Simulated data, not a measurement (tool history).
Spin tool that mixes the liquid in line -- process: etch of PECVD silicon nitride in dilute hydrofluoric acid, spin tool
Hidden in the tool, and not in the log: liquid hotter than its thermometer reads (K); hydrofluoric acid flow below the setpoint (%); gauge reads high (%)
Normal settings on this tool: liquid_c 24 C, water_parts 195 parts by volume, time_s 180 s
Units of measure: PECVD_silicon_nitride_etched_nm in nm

run	day	liquid_c	water_parts	time_s	wafers since the last listed run	hours since the thermometer was replaced	hours since the hydrofluoric acid flow meter was replaced	hours since the gauge calibration	read-back film thickness of the PECVD silicon nitride reference wafer, read on the same gauge (nm)	PECVD_silicon_nitride_etched_nm
1	0	24	255	180	0	2183.8	1019.4	137	109.968	3.231
# day 0.071: gauge calibrated
2	0.262	24	255	180	28	2190.1	1025.7	4.6	110.039	3.213
3	0.8	24	195	180	57	2203	1038.6	17.5	110.012	4.228
4	1.35	24	195	180	58	2216.2	1051.8	30.7	110.048	4.207
5	1.938	22	195	180	62	2230.3	1065.9	44.8	109.99	3.693
6	2.429	24	195	180	52	2242.1	1077.7	56.6	110.003	4.175
7	2.862	24	195	180	46	2252.5	1088.1	67	109.997	4.201
8	3.258	24	195	180	42	2262	1097.6	76.5	110.025	4.17
9	3.579	24	195	180	34	2269.7	1105.3	84.2	110.03	4.213
10	4.004	24	240	180	45	2279.9	1115.5	94.4	109.944	3.39
# day 4.167: thermometer replaced
11	4.696	20.5	160	105	69	12.7	1132.1	111	109.978	2.368
12	5.05	24	195	180	37	21.2	1140.6	119.5	110.001	4.148
# day 5.392: hydrofluoric acid flow meter replaced
13	5.412	28	140	125	34	29.9	0.5	128.2	109.975	5.767
14	5.654	21	255	265	25	35.7	6.3	134	110.017	4.313
# day 6.421: gauge calibrated
15	6.65	22	195	180	106	59.6	30.2	5.5	109.988	4.043
16	7.333	24	195	180	73	76	46.6	21.9	109.988	4.578
17	7.688	26.5	195	180	37	84.5	55.1	30.4	110.002	5.359
18	8.225	26.5	195	275	57	97.4	68	43.3	110.008	8.159
19	8.804	28.5	195	180	61	111.3	81.9	57.2	110.002	6.062
20	9.196	19.5	195	180	41	120.7	91.3	66.6	110.022	3.452
21	9.883	25.5	250	100	73	137.2	107.8	83.1	110.016	2.169

Entry by entry between the runs, the difference in hidden state between the last listed run before and the first listed run after:
From run 1 to run 2: gauge calibrated (day 0.071)
  hydrofluoric acid flow below the setpoint (%): 10.4 -> 10.5
  the result without the hidden state subtracted from the measured one, PECVD_silicon_nitride_etched_nm: -0.373 -> -0.374 nm
From run 10 to run 11: thermometer replaced (day 4.167)
  hydrofluoric acid flow below the setpoint (%): 11.4 -> 11.6
  the result without the hidden state subtracted from the measured one, PECVD_silicon_nitride_etched_nm: -0.432 -> -0.302 nm
From run 12 to run 13: hydrofluoric acid flow meter replaced (day 5.392)
  hydrofluoric acid flow below the setpoint (%): 11.7 -> 1.8
  the result without the hidden state subtracted from the measured one, PECVD_silicon_nitride_etched_nm: -0.542 -> -0.106 nm
From run 14 to run 15: gauge calibrated (day 6.421)
  hydrofluoric acid flow below the setpoint (%): 1.86 -> 2.1
  the result without the hidden state subtracted from the measured one, PECVD_silicon_nitride_etched_nm: -0.079 -> -0.085 nm
